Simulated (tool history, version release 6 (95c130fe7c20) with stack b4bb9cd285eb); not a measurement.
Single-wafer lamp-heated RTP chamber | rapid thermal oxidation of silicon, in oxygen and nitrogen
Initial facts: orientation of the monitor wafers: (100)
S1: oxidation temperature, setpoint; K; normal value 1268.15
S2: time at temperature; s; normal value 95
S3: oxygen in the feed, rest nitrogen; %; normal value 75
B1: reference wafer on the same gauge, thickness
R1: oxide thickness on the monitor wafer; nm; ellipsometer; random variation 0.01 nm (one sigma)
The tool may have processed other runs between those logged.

run	hour	S1	S2	S3	B1	R1
1	0.0	1268.15	95	86	7.461	7.239
# hour 34.8: pyrometer window cleaned and pyrometer calibrated
2	92.6	1268.15	95	86	7.466	7.156
3	161.6	1268.15	95	86	7.454	7.187
4	255.7	1268.15	116	75	7.456	7.521
# hour 289.5: pyrometer window cleaned and pyrometer calibrated
5	341.4	1268.15	116	75	7.460	7.470
# hour 388.7: oxygen flow controller replaced
6	410.3	1268.15	116	75	7.463	7.516
# hour 493.0: pyrometer window cleaned and pyrometer calibrated
7	510.5	1268.15	57	75	7.460	5.450
8	553.4	1268.15	95	75	7.463	6.845
9	646.0	1283.15	126	93	7.460	9.399
# hour 690.6: pyrometer window cleaned and pyrometer calibrated
10	691.1	1284.15	123	98	7.461	9.519
11	734.0	1268.15	116	75	7.457	7.475
12	811.0	1260.15	95	75	7.459	6.454
13	889.3	1283.15	126	93	7.463	9.439
# hour 911.9: gauge calibrated
# hour 923.9: pyrometer window cleaned and pyrometer calibrated
14	926.8	1259.15	95	75	7.461	6.377
15	1003.4	1268.15	95	65	7.459	6.502
16	1086.0	1294.15	51	75	7.463	6.318
# hour 1152.5: pyrometer window cleaned and pyrometer calibrated
17	1153.0	1268.15	110	95	7.458	7.925

Branching from run 17: 4 alternative next runs. What would each branch give?
A	1153.4	1240.15	95	75	?	?
B	1153.4	1268.15	95	90	?	?
C	1153.4	1279.15	62	45	?	?
D	1153.4	1268.15	72	75	?	?

run	B1	R1
A	7.458	5.523
B	7.458	7.250
C	7.458	5.131
D	7.458	6.015
With no hidden state in the tool, these same runs would have given:
run	R1
A	5.521
B	7.248
C	5.130
D	6.013
